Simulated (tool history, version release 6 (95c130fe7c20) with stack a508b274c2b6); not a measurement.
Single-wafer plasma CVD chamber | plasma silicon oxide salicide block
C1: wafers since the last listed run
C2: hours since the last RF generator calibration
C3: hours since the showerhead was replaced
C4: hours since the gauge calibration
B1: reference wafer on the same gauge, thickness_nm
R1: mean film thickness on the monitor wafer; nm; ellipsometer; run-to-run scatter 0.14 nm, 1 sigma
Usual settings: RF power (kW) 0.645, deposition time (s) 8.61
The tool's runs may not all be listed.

Run 1, hour 0.0: usual settings; C1 0; C2 2201.6; C3 4110.1; C4 110.5; B1 109.249. Result: R1 94.000 nm.
Run 2, hour 27.5: usual settings; C1 646; C2 2229.1; C3 4137.6; C4 138.0; B1 109.192. Result: R1 94.049 nm.
Run 3, hour 51.3: usual settings but RF power (kW) 0.695; C1 559; C2 2252.9; C3 4161.4; C4 161.8; B1 109.075. Result: R1 96.035 nm.
Run 4, hour 68.4: usual settings but RF power (kW) 0.695; C1 401; C2 2270.0; C3 4178.5; C4 178.9; B1 108.943. Result: R1 95.877 nm.
Run 5, hour 99.3: usual settings; C1 726; C2 2300.9; C3 4209.4; C4 209.8; B1 108.877. Result: R1 93.482 nm.
At hour 138.0: showerhead replaced.
Run 6, hour 138.5: usual settings; C1 733; C2 2340.1; C3 0.5; C4 249.0; B1 108.729. Result: R1 93.591 nm.
Run 7, hour 164.3: usual settings; C1 606; C2 2365.9; C3 26.3; C4 274.8; B1 108.726. Result: R1 93.636 nm.
Run 8, hour 198.8: usual settings but RF power (kW) 0.610, deposition time (s) 9.10; C1 810; C2 2400.4; C3 60.8; C4 309.3; B1 108.698. Result: R1 97.341 nm.
Run 9, hour 229.4: usual settings but RF power (kW) 0.770; C1 719; C2 2431.0; C3 91.4; C4 339.9; B1 108.616. Result: R1 98.327 nm.
Run 10, hour 248.8: usual settings but deposition time (s) 7.02; C1 455; C2 2450.4; C3 110.8; C4 359.3; B1 108.625. Result: R1 76.348 nm.
At hour 275.6: gauge calibrated.
Run 11, hour 280.7: usual settings; C1 749; C2 2482.3; C3 142.7; C4 5.1; B1 110.462. Result: R1 94.933 nm.
Run 12, hour 301.2: usual settings but RF power (kW) 0.545; C1 481; C2 2502.8; C3 163.2; C4 25.6; B1 110.201. Result: R1 90.558 nm.
At hour 317.6: RF generator calibrated.
Run 13, hour 326.0: usual settings; C1 394; C2 8.4; C3 188.0; C4 50.4; B1 109.980. Result: R1 94.693 nm.
Run 14, hour 339.5: usual settings but RF power (kW) 0.690, deposition time (s) 9.55; C1 317; C2 21.9; C3 201.5; C4 63.9; B1 109.756. Result: R1 107.044 nm.
Run 15, hour 353.3: usual settings but RF power (kW) 0.685, deposition time (s) 10.15; C1 324; C2 35.7; C3 215.3; C4 77.7; B1 109.691. Result: R1 113.255 nm.
Run 16, hour 383.1: usual settings but RF power (kW) 0.695, deposition time (s) 9.37; C1 700; C2 65.5; C3 245.1; C4 107.5; B1 109.530. Result: R1 104.613 nm.
Run 17, hour 407.6: usual settings but RF power (kW) 0.765, deposition time (s) 9.82; C1 575; C2 90.0; C3 269.6; C4 132.0; B1 109.350. Result: R1 112.930 nm.

For some of the steps in R1 from one run to the next: how much would appear even if the tool had no hidden state, given the settings, what came in and random variation, and how much remains for the hidden state plus any gauge scatter that the measured result and the result without hidden state don't share?
Hidden state present: delivered RF power above the setpoint (%); gauge reads high (%).
Run 9 -> 10: RF power (kW) 0.770 -> 0.645, deposition time (s) 8.61 -> 7.02. R1 -21.979 nm: hidden state +0.323, all else -22.302.
Run 10 -> 11: deposition time (s) 7.02 -> 8.61, gauge calibrated. R1 +18.585 nm: hidden state +1.284, all else +17.301.
